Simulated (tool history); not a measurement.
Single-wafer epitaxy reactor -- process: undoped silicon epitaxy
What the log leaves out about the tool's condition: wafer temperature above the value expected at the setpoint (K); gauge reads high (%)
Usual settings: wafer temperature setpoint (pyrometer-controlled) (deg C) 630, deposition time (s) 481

run	hour	wafer temperature setpoint (pyrometer-controlled) (deg C)	deposition time (s)	wafers since the last listed run	hours since the last pyrometer calibration	hours since the gauge calibration	read-back reference wafer on the same gauge, thickness_nm	mean film thickness on the monitor wafer (nm)
1	0	641	481	0	1095.7	549.7	37.797	61.632
# hour 22.5: gauge calibrated
2	45.3	641	481	224	1141	22.8	37.816	61.722
3	110.4	641	481	322	1206.1	87.9	37.811	61.925
4	136.5	638	481	129	1232.2	114	37.807	58.196
5	205.1	637	481	339	1300.8	182.6	37.815	57.039
6	248.9	630	481	216	1344.6	226.4	37.786	49.651
7	320.8	630	481	356	1416.5	298.3	37.782	50.022
8	370.7	630	544	247	1466.4	348.2	37.815	56.444
9	395.2	623	564	121	1490.9	372.7	37.775	50.645
10	459.9	630	481	320	1555.6	437.4	37.816	49.835
# hour 485.4: pyrometer calibrated
# hour 560.6: gauge calibrated
11	664.3	637	481	972	178.9	103.7	37.824	55.059
12	721	637	454	280	235.6	160.4	37.809	52.064
13	789.1	641	522	337	303.7	228.5	37.79	65.144
14	813.8	643	562	122	328.4	253.2	37.798	72.6
15	870.3	624	439	279	384.9	309.7	37.789	39.056

Predict each of these 5 candidate next runs independently; none follows another, all start after run 15:
A	870.8	630	445	2	385.4	310.2	?	?
B	870.8	630	540	2	385.4	310.2	?	?
C	870.8	630	530	2	385.4	310.2	?	?
D	870.8	630	537	2	385.4	310.2	?	?
E	870.8	643	435	2	385.4	310.2	?	?

run	read-back reference wafer on the same gauge, thickness_nm	mean film thickness on the monitor wafer (nm)
A	37.795	44.921
B	37.795	54.511
C	37.795	53.502
D	37.795	54.209
E	37.795	56.746
With no hidden state in the tool, these same runs would have given:
run	mean film thickness on the monitor wafer (nm)
A	43.554
B	52.852
C	51.874
D	52.559
E	55.061
